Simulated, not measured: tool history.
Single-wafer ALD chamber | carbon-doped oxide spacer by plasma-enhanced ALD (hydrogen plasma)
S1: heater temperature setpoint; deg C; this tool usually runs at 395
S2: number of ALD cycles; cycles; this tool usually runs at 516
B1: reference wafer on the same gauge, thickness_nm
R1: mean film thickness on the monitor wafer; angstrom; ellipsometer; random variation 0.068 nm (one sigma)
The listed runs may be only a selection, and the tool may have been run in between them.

{"run": 1, "day": 0.0, "S1": 395, "S2": 516, "B1": 28.034, "R1": 272.36}
{"run": 2, "day": 0.296, "S1": 395, "S2": 516, "B1": 28.029, "R1": 274.92}
{"run": 3, "day": 1.0, "S1": 395, "S2": 516, "B1": 28.02, "R1": 273.6}
{"run": 4, "day": 1.558, "S1": 395, "S2": 516, "B1": 28.0, "R1": 272.73}
{"run": 5, "day": 2.071, "S1": 395, "S2": 516, "B1": 27.994, "R1": 272.69}
{"run": 6, "day": 2.333, "S1": 395, "S2": 516, "B1": 27.983, "R1": 272.31}
{"run": 7, "day": 2.862, "S1": 395, "S2": 516, "B1": 27.968, "R1": 272.46}
{"run": 8, "day": 3.246, "S1": 399, "S2": 516, "B1": 27.95, "R1": 272.88}
{"run": 9, "day": 3.988, "S1": 402, "S2": 516, "B1": 27.948, "R1": 271.57}
{"run": 10, "day": 4.683, "S1": 395, "S2": 516, "B1": 27.921, "R1": 271.67}
{"run": 11, "day": 5.012, "S1": 395, "S2": 516, "B1": 27.921, "R1": 272.33}
{"run": 12, "day": 5.446, "S1": 395, "S2": 516, "B1": 27.914, "R1": 273.08}
{"day": 7.112, "done": "thermocouple changed; heater temperature recalibrated"}
{"run": 13, "day": 7.304, "S1": 395, "S2": 589, "B1": 27.833, "R1": 309.62}
{"run": 14, "day": 7.688, "S1": 395, "S2": 589, "B1": 27.831, "R1": 311.43}
{"run": 15, "day": 8.05, "S1": 395, "S2": 516, "B1": 27.838, "R1": 270.91}
{"run": 16, "day": 8.779, "S1": 395, "S2": 516, "B1": 27.826, "R1": 271.19}
{"run": 17, "day": 9.471, "S1": 395, "S2": 516, "B1": 27.786, "R1": 271.5}
{"day": 9.692, "done": "gauge calibrated"}
{"run": 18, "day": 10.221, "S1": 402, "S2": 583, "B1": 28.094, "R1": 308.51}
{"run": 19, "day": 11.275, "S1": 395, "S2": 516, "B1": 28.058, "R1": 273.13}
{"run": 20, "day": 11.583, "S1": 391, "S2": 572, "B1": 28.047, "R1": 302.48}
{"run": 21, "day": 12.133, "S1": 387, "S2": 483, "B1": 28.052, "R1": 256.25}
{"run": 22, "day": 12.671, "S1": 384, "S2": 424, "B1": 28.058, "R1": 225.38}
{"run": 23, "day": 13.358, "S1": 380, "S2": 443, "B1": 28.006, "R1": 234.37}
{"run": 24, "day": 13.975, "S1": 395, "S2": 516, "B1": 28.011, "R1": 273.59}
{"run": 25, "day": 14.242, "S1": 380, "S2": 619, "B1": 28.021, "R1": 327.49}
{"run": 26, "day": 14.858, "S1": 406, "S2": 434, "B1": 27.946, "R1": 226.81}
{"run": 27, "day": 15.496, "S1": 405, "S2": 473, "B1": 27.962, "R1": 247.26}
{"run": 28, "day": 15.983, "S1": 385, "S2": 478, "B1": 27.944, "R1": 251.75}
{"run": 29, "day": 16.708, "S1": 385, "S2": 576, "B1": 27.904, "R1": 303.78}
{"run": 30, "day": 17.3, "S1": 382, "S2": 581, "B1": 27.936, "R1": 306.64}
{"run": 31, "day": 17.683, "S1": 395, "S2": 516, "B1": 27.926, "R1": 272.05}
{"run": 32, "day": 18.208, "S1": 395, "S2": 516, "B1": 27.883, "R1": 272.3}
{"run": 33, "day": 18.8, "S1": 385, "S2": 486, "B1": 27.89, "R1": 255.98}
{"run": 34, "day": 19.246, "S1": 402, "S2": 516, "B1": 27.872, "R1": 271.75}
{"run": 35, "day": 19.967, "S1": 386, "S2": 573, "B1": 27.837, "R1": 299.89}
{"run": 36, "day": 20.354, "S1": 395, "S2": 516, "B1": 27.801, "R1": 271.53}
{"run": 37, "day": 20.708, "S1": 408, "S2": 615, "B1": 27.821, "R1": 316.31}

Predict each of these 5 candidate next runs independently; none follows another, all start after run 37:
{"run": "A", "day": 20.758, "S1": 395, "S2": 516, "B1": "?", "R1": "?"}
{"run": "B", "day": 20.758, "S1": 400, "S2": 572, "B1": "?", "R1": "?"}
{"run": "C", "day": 20.758, "S1": 399, "S2": 481, "B1": "?", "R1": "?"}
{"run": "D", "day": 20.758, "S1": 401, "S2": 586, "B1": "?", "R1": "?"}
{"run": "E", "day": 20.758, "S1": 388, "S2": 516, "B1": "?", "R1": "?"}

run=A B1=27.852 R1=270.78
run=B B1=27.852 R1=300.17
run=C B1=27.852 R1=252.42
run=D B1=27.852 R1=307.26
run=E B1=27.852 R1=270.78
Without the tool's hidden state the same runs would have given:
run=A R1=273.52
run=B R1=303.20
run=C R1=254.97
run=D R1=310.36
run=E R1=273.52

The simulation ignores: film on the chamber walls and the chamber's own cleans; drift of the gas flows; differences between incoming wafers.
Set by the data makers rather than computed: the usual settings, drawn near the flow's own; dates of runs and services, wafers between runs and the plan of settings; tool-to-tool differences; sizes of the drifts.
